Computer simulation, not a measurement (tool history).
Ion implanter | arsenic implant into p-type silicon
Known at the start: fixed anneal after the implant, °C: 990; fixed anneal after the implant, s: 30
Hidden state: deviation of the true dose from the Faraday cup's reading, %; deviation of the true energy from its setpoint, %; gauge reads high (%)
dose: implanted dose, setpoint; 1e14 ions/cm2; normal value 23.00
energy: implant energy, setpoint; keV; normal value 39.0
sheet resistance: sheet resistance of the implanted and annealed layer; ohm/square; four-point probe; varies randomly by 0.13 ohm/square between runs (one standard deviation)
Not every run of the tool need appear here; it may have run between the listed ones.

| run | hour | dose | energy | wafers since the last listed run | hours since the last dose calibration | hours since the extraction supply was calibrated | hours since the gauge calibration | read-back reference wafer on the same gauge, sheet resistance | sheet resistance |
|---|---|---|---|---|---|---|---|---|---|
| 1 | 0.0 | 23.00 | 33.0 | 0 | 1574.9 | 3341.3 | 188.3 | 86.67 | 92.61 |
| 2 | 14.8 | 23.00 | 33.0 | 216 | 1589.7 | 3356.1 | 203.1 | 86.70 | 92.82 |
| 3 | 26.6 | 23.00 | 33.0 | 172 | 1601.5 | 3367.9 | 214.9 | 86.72 | 92.88 |
| 4 | 33.9 | 23.00 | 39.0 | 106 | 1608.8 | 3375.2 | 222.2 | 86.74 | 86.25 |
| 5 | 48.0 | 23.00 | 39.0 | 205 | 1622.9 | 3389.3 | 236.3 | 86.78 | 86.37 |
| 6 | 63.1 | 23.00 | 39.0 | 220 | 1638.0 | 3404.4 | 251.4 | 86.81 | 86.32 |
| 7 | 70.1 | 23.00 | 39.0 | 102 | 1645.0 | 3411.4 | 258.4 | 86.83 | 86.64 |
| 8 | 77.8 | 23.00 | 39.0 | 112 | 1652.7 | 3419.1 | 266.1 | 86.86 | 86.60 |
| 9 | 95.6 | 23.00 | 39.0 | 259 | 1670.5 | 3436.9 | 283.9 | 86.89 | 86.52 |
| 10 | 102.9 | 26.00 | 39.0 | 106 | 1677.8 | 3444.2 | 291.2 | 86.90 | 84.23 |
|  | 115.6 | extraction supply calibrated |
| 11 | 119.9 | 26.00 | 39.0 | 131 | 1694.8 | 4.3 | 308.2 | 86.96 | 84.23 |
| 12 | 131.2 | 23.00 | 39.0 | 164 | 1706.1 | 15.6 | 319.5 | 86.95 | 86.49 |
| 13 | 138.4 | 23.00 | 39.0 | 105 | 1713.3 | 22.8 | 326.7 | 87.00 | 86.53 |
| 14 | 150.4 | 23.00 | 39.0 | 175 | 1725.3 | 34.8 | 338.7 | 86.98 | 86.65 |
|  | 158.1 | gauge calibrated |
| 15 | 163.2 | 23.00 | 29.5 | 186 | 1738.1 | 47.6 | 5.1 | 86.66 | 97.35 |
| 16 | 169.7 | 27.50 | 30.5 | 94 | 1744.6 | 54.1 | 11.6 | 86.69 | 93.31 |
| 17 | 176.2 | 23.00 | 39.0 | 94 | 1751.1 | 60.6 | 18.1 | 86.73 | 86.39 |
| 18 | 185.8 | 28.15 | 48.5 | 140 | 1760.7 | 70.2 | 27.7 | 86.71 | 74.33 |
| 19 | 203.5 | 23.00 | 39.0 | 258 | 1778.4 | 87.9 | 45.4 | 86.78 | 86.43 |
| 20 | 241.3 | 26.63 | 44.0 | 551 | 1816.2 | 125.7 | 83.2 | 86.82 | 79.46 |
| 21 | 278.8 | 28.50 | 39.0 | 547 | 1853.7 | 163.2 | 120.7 | 86.92 | 83.16 |
| 22 | 287.7 | 16.84 | 27.5 | 129 | 1862.6 | 172.1 | 129.6 | 86.98 | 107.34 |
|  | 296.1 | Faraday cup replaced and dose calibrated |
| 23 | 298.0 | 19.34 | 46.5 | 33 | 1.9 | 182.4 | 139.9 | 86.99 | 84.73 |
| 24 | 310.9 | 17.33 | 39.0 | 188 | 14.8 | 195.3 | 152.8 | 87.03 | 93.77 |
| 25 | 346.7 | 23.00 | 39.0 | 522 | 50.6 | 231.1 | 188.6 | 87.08 | 86.59 |
| 26 | 358.9 | 23.00 | 47.5 | 178 | 62.8 | 243.3 | 200.8 | 87.09 | 79.53 |
| 27 | 369.5 | 23.00 | 26.5 | 154 | 73.4 | 253.9 | 211.4 | 87.17 | 102.15 |
| 28 | 380.8 | 23.00 | 49.5 | 164 | 84.7 | 265.2 | 222.7 | 87.18 | 78.20 |

3 options for the next run, each taken on its own from the tool as it stands now. Forecast them:
| A | 381.2 | 23.00 | 51.0 | 5 | 85.1 | 265.6 | 223.1 | ? | ? |
| B | 381.2 | 23.00 | 34.0 | 5 | 85.1 | 265.6 | 223.1 | ? | ? |
| C | 381.2 | 17.56 | 39.0 | 5 | 85.1 | 265.6 | 223.1 | ? | ? |

| run | read-back reference wafer on the same gauge, sheet resistance | sheet resistance |
|---|---|---|
| A | 87.19 | 77.16 |
| B | 87.19 | 92.02 |
| C | 87.19 | 93.47 |
Without the tool's unlogged condition, the same runs would have read:
| run | sheet resistance |
|---|---|
| A | 76.57 |
| B | 91.32 |
| C | 92.75 |
